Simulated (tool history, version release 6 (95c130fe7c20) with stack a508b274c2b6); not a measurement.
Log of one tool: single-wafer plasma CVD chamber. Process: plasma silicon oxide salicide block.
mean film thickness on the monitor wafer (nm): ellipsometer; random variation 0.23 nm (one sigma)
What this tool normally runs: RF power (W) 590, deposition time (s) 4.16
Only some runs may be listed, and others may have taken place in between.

run,hour,RF power (W),deposition time (s),wafers since the last listed run,hours since the last RF generator calibration,hours since the showerhead was replaced,hours since the gauge calibration,"read-back reference wafer on the same gauge, thickness_nm",mean film thickness on the monitor wafer (nm)
1,0,590,4.16,0,458.3,5887.4,872.6,38.487,43.918
2,57.2,540,4.74,3060,515.5,5944.6,929.8,38.485,47.704
3,106.4,540,4.74,2632,564.7,5993.8,979,38.441,47.819
4,171,540,4.74,3456,629.3,6058.4,1043.6,38.482,47.378
5,212.7,590,4.72,2231,671,6100.1,1085.3,38.501,48.896
6,273.9,590,4.72,3274,732.2,6161.3,1146.5,38.503,49.053
7,304.2,590,4.72,1621,762.5,6191.6,1176.8,38.502,48.814
# hour 382: gauge calibrated
8,382.9,590,4.16,4211,841.2,6270.3,0.9,38.513,42.918
# hour 414.3: RF generator calibrated
9,425.7,590,4.16,1862,11.4,6313.1,43.7,38.48,44.328
10,488,590,4.16,3333,73.7,6375.4,106,38.545,44.077
11,513,515,4.38,1337,98.7,6400.4,131,38.462,43.985
12,581.6,515,4.38,3670,167.3,6469,199.6,38.437,43.56
13,639.5,495,4.16,3098,225.2,6526.9,257.5,38.438,40.595
# hour 699.5: showerhead replaced
14,710.6,590,4.16,3376,296.3,11.1,328.6,38.455,43.715

What does the tool deliver on the next run?
15,752.1,675,3.9,2220,337.8,52.6,370.1,?,?

Run 15 produced read-back reference wafer on the same gauge, thickness_nm 38.528, mean film thickness on the monitor wafer (nm) 43.779.
Were there no unlogged condition in the tool, this run, its random variation unchanged, would have produced mean film thickness on the monitor wafer (nm) 44.159.
